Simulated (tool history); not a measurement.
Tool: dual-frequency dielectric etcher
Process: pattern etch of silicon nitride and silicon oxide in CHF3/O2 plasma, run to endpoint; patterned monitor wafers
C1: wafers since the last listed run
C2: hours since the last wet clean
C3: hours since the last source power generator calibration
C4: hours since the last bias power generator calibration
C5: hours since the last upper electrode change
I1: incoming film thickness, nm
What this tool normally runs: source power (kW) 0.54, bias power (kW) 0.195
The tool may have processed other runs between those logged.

Run 1, hour 0: usual settings but source power (kW) 0.61; C1 0; C2 368.3; C3 2320.4; C4 5130.9; C5 4621.1; I1 232.8. Result: endpoint time (s) 159.9.
Run 2, hour 16.9: usual settings but source power (kW) 0.61; C1 169; C2 385.2; C3 2337.3; C4 5147.8; C5 4638; I1 233. Result: endpoint time (s) 160.5.
Run 3, hour 26.8: usual settings but source power (kW) 0.61; C1 99; C2 395.1; C3 2347.2; C4 5157.7; C5 4647.9; I1 231.7. Result: endpoint time (s) 160.1.
Run 4, hour 33.5: usual settings but bias power (kW) 0.231; C1 67; C2 401.8; C3 2353.9; C4 5164.4; C5 4654.6; I1 233.6. Result: endpoint time (s) 158.
Run 5, hour 45.4: usual settings but bias power (kW) 0.231; C1 119; C2 413.7; C3 2365.8; C4 5176.3; C5 4666.5; I1 239.3. Result: endpoint time (s) 160.1.
Run 6, hour 61.7: usual settings but bias power (kW) 0.231; C1 163; C2 430; C3 2382.1; C4 5192.6; C5 4682.8; I1 234.9. Result: endpoint time (s) 158.2.
Run 7, hour 76.5: usual settings; C1 148; C2 444.8; C3 2396.9; C4 5207.4; C5 4697.6; I1 234.5. Result: endpoint time (s) 171.9.
Run 8, hour 89.5: usual settings; C1 130; C2 457.8; C3 2409.9; C4 5220.4; C5 4710.6; I1 232.2. Result: endpoint time (s) 169.5.
Run 9, hour 105.5: usual settings; C1 160; C2 473.8; C3 2425.9; C4 5236.4; C5 4726.6; I1 234.2. Result: endpoint time (s) 171.3.
At hour 134.7: wet clean of the chamber.
Run 10, hour 135.2: usual settings but bias power (kW) 0.212; C1 57; C2 0.5; C3 2455.6; C4 5266.1; C5 4756.3; I1 234.3. Result: endpoint time (s) 167.6.
Run 11, hour 135.6: usual settings but bias power (kW) 0.212; C1 4; C2 0.9; C3 2456; C4 5266.5; C5 4756.7; I1 233.2. Result: endpoint time (s) 167.2.
Run 12, hour 136.8: usual settings but bias power (kW) 0.212; C1 12; C2 2.1; C3 2457.2; C4 5267.7; C5 4757.9; I1 234.6. Result: endpoint time (s) 167.
At hour 171.4: upper electrode replaced.
At hour 173.7: source power generator calibrated.
Run 13, hour 174.2: usual settings; C1 111; C2 39.5; C3 0.5; C4 5305.1; C5 2.8; I1 235.8. Result: endpoint time (s) 175.7.
Run 14, hour 176.7: usual settings; C1 25; C2 42; C3 3; C4 5307.6; C5 5.3; I1 234.3. Result: endpoint time (s) 173.4.
Run 15, hour 183: usual settings but source power (kW) 0.6; C1 63; C2 48.3; C3 9.3; C4 5313.9; C5 11.6; I1 234.3. Result: endpoint time (s) 165.8.
Run 16, hour 197.3: usual settings but source power (kW) 0.6; C1 143; C2 62.6; C3 23.6; C4 5328.2; C5 25.9; I1 235.2. Result: endpoint time (s) 166.
Run 17, hour 207: usual settings but source power (kW) 0.49; C1 97; C2 72.3; C3 33.3; C4 5337.9; C5 35.6; I1 232.7. Result: endpoint time (s) 182.6.
Run 18, hour 221.2: usual settings but source power (kW) 0.5, bias power (kW) 0.223; C1 142; C2 86.5; C3 47.5; C4 5352.1; C5 49.8; I1 235.6. Result: endpoint time (s) 170.6.
Run 19, hour 235.3: usual settings but source power (kW) 0.5, bias power (kW) 0.237; C1 141; C2 100.6; C3 61.6; C4 5366.2; C5 63.9; I1 232.8. Result: endpoint time (s) 162.8.
Run 20, hour 256.6: usual settings; C1 214; C2 121.9; C3 82.9; C4 5387.5; C5 85.2; I1 232.2. Result: endpoint time (s) 172.1.
At hour 270.3: bias power generator calibrated.
Run 21, hour 270.9: usual settings but source power (kW) 0.59, bias power (kW) 0.156; C1 103; C2 136.2; C3 97.2; C4 0.6; C5 99.5; I1 234.7. Result: endpoint time (s) 185.4.
Run 22, hour 304.8: usual settings but source power (kW) 0.45, bias power (kW) 0.236; C1 340; C2 170.1; C3 131.1; C4 34.5; C5 133.4; I1 234. Result: endpoint time (s) 173.5.
Run 23, hour 316.3: usual settings but source power (kW) 0.42, bias power (kW) 0.175; C1 115; C2 181.6; C3 142.6; C4 46; C5 144.9; I1 233.2. Result: endpoint time (s) 208.5.
Run 24, hour 325.2: usual settings; C1 89; C2 190.5; C3 151.5; C4 54.9; C5 153.8; I1 234.5. Result: endpoint time (s) 171.9.
Run 25, hour 336: usual settings but source power (kW) 0.59, bias power (kW) 0.226; C1 108; C2 201.3; C3 162.3; C4 65.7; C5 164.6; I1 233.3. Result: endpoint time (s) 152.6.
Run 26, hour 364.9: usual settings; C1 290; C2 230.2; C3 191.2; C4 94.6; C5 193.5; I1 234.4. Result: endpoint time (s) 172.7.
Run 27, hour 375.7: usual settings but source power (kW) 0.44, bias power (kW) 0.177; C1 108; C2 241; C3 202; C4 105.4; C5 204.3; I1 233.1. Result: endpoint time (s) 201.3.
Run 28, hour 387.5: usual settings; C1 118; C2 252.8; C3 213.8; C4 117.2; C5 216.1; I1 234.4. Result: endpoint time (s) 172.7.
Run 29, hour 396.7: usual settings but source power (kW) 0.45, bias power (kW) 0.224; C1 92; C2 262; C3 223; C4 126.4; C5 225.3; I1 235.5. Result: endpoint time (s) 179.
Run 30, hour 405: usual settings but source power (kW) 0.45; C1 83; C2 270.3; C3 231.3; C4 134.7; C5 233.6; I1 234.5. Result: endpoint time (s) 190.7.
Run 31, hour 416.7: usual settings but source power (kW) 0.49, bias power (kW) 0.223; C1 117; C2 282; C3 243; C4 146.4; C5 245.3; I1 234.1. Result: endpoint time (s) 168.8.
Run 32, hour 426: usual settings but source power (kW) 0.43, bias power (kW) 0.212; C1 93; C2 291.3; C3 252.3; C4 155.7; C5 254.6; I1 233.6. Result: endpoint time (s) 187.1.
Run 33, hour 436.8: usual settings but source power (kW) 0.66, bias power (kW) 0.161; C1 108; C2 302.1; C3 263.1; C4 166.5; C5 265.4; I1 235.5. Result: endpoint time (s) 172.1.
Run 34, hour 444.8: usual settings but source power (kW) 0.5, bias power (kW) 0.216; C1 80; C2 310.1; C3 271.1; C4 174.5; C5 273.4; I1 233.8. Result: endpoint time (s) 170.1.

Alternative continuations, all from the tool just after run 34; predict every row:
Run A, hour 445.3: usual settings but source power (kW) 0.47; C1 5; C2 310.6; C3 271.6; C4 175; C5 273.9; I1 233.9. Result: endpoint time (s) ?.
Run B, hour 445.3: usual settings but source power (kW) 0.63, bias power (kW) 0.212; C1 5; C2 310.6; C3 271.6; C4 175; C5 273.9; I1 233.9. Result: endpoint time (s) ?.
Run C, hour 445.3: usual settings but source power (kW) 0.59, bias power (kW) 0.163; C1 5; C2 310.6; C3 271.6; C4 175; C5 273.9; I1 233.9. Result: endpoint time (s) ?.
Run D, hour 445.3: usual settings but bias power (kW) 0.24; C1 5; C2 310.6; C3 271.6; C4 175; C5 273.9; I1 233.9. Result: endpoint time (s) ?.
Run E, hour 445.3: usual settings but source power (kW) 0.6, bias power (kW) 0.156; C1 5; C2 310.6; C3 271.6; C4 175; C5 273.9; I1 233.9. Result: endpoint time (s) ?.

run  endpoint time (s)
  A              184.9
  B              152.2
  C              179.2
  D                155
  E              181.7
Had the tool no hidden state, the same runs would have come out as:
run  endpoint time (s)
  A              187.1
  B              154.1
  C              181.4
  D              156.9
  E              183.9
